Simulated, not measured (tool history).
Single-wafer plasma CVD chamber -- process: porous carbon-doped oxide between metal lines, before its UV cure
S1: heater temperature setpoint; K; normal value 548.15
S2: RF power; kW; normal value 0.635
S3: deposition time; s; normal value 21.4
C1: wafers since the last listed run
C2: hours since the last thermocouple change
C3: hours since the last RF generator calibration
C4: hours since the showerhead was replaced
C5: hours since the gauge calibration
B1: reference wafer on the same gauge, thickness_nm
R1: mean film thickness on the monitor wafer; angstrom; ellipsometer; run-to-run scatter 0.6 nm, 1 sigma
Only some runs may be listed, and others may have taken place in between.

Run 1, hour 0.0: usual settings but S1 537.15 K; C1 0; C2 1547.3; C3 602.1; C4 4221.2; C5 340.8; B1 166.135. Result: R1 1616.28 angstrom.
Run 2, hour 59.1: usual settings but S1 537.15 K; C1 2001; C2 1606.4; C3 661.2; C4 4280.3; C5 399.9; B1 165.927. Result: R1 1622.80 angstrom.
Run 3, hour 113.7: usual settings but S3 18.7 s; C1 1849; C2 1661.0; C3 715.8; C4 4334.9; C5 454.5; B1 166.347. Result: R1 1317.54 angstrom.
Run 4, hour 159.0: usual settings but S3 18.7 s; C1 1534; C2 1706.3; C3 761.1; C4 4380.2; C5 499.8; B1 166.145. Result: R1 1312.92 angstrom.
Run 5, hour 236.4: usual settings but S3 18.7 s; C1 2621; C2 1783.7; C3 838.5; C4 4457.6; C5 577.2; B1 165.870. Result: R1 1315.22 angstrom.
Run 6, hour 310.2: usual settings but S3 19.3 s; C1 2499; C2 1857.5; C3 912.3; C4 4531.4; C5 651.0; B1 166.054. Result: R1 1348.57 angstrom.
Run 7, hour 402.1: usual settings but S3 19.3 s; C1 3112; C2 1949.4; C3 1004.2; C4 4623.3; C5 742.9; B1 166.349. Result: R1 1333.81 angstrom.
Run 8, hour 500.2: usual settings but S3 19.3 s; C1 3322; C2 2047.5; C3 1102.3; C4 4721.4; C5 841.0; B1 165.550. Result: R1 1330.69 angstrom.
At hour 526.3: RF generator calibrated.
At hour 549.6: showerhead replaced.
Run 9, hour 572.3: usual settings but S3 22.5 s; C1 1900; C2 2119.6; C3 46.0; C4 22.7; C5 913.1; B1 166.055. Result: R1 1616.58 angstrom.
Run 10, hour 624.4: usual settings but S3 22.5 s; C1 1764; C2 2171.7; C3 98.1; C4 74.8; C5 965.2; B1 166.074. Result: R1 1604.59 angstrom.
Run 11, hour 669.2: usual settings but S2 0.695 kW; C1 1517; C2 2216.5; C3 142.9; C4 119.6; C5 1010.0; B1 165.909. Result: R1 1602.91 angstrom.

What does the tool deliver on the next run?
Run 12, hour 718.4: usual settings but S1 558.15 K, S3 25.3 s; C1 1666; C2 2265.7; C3 192.1; C4 168.8; C5 1059.2; B1 ?. Result: R1 ?.

B1: 165.741
R1: 1693.62 angstrom
Had the tool carried no hidden state, the very same run would have given R1 1647.97 angstrom.

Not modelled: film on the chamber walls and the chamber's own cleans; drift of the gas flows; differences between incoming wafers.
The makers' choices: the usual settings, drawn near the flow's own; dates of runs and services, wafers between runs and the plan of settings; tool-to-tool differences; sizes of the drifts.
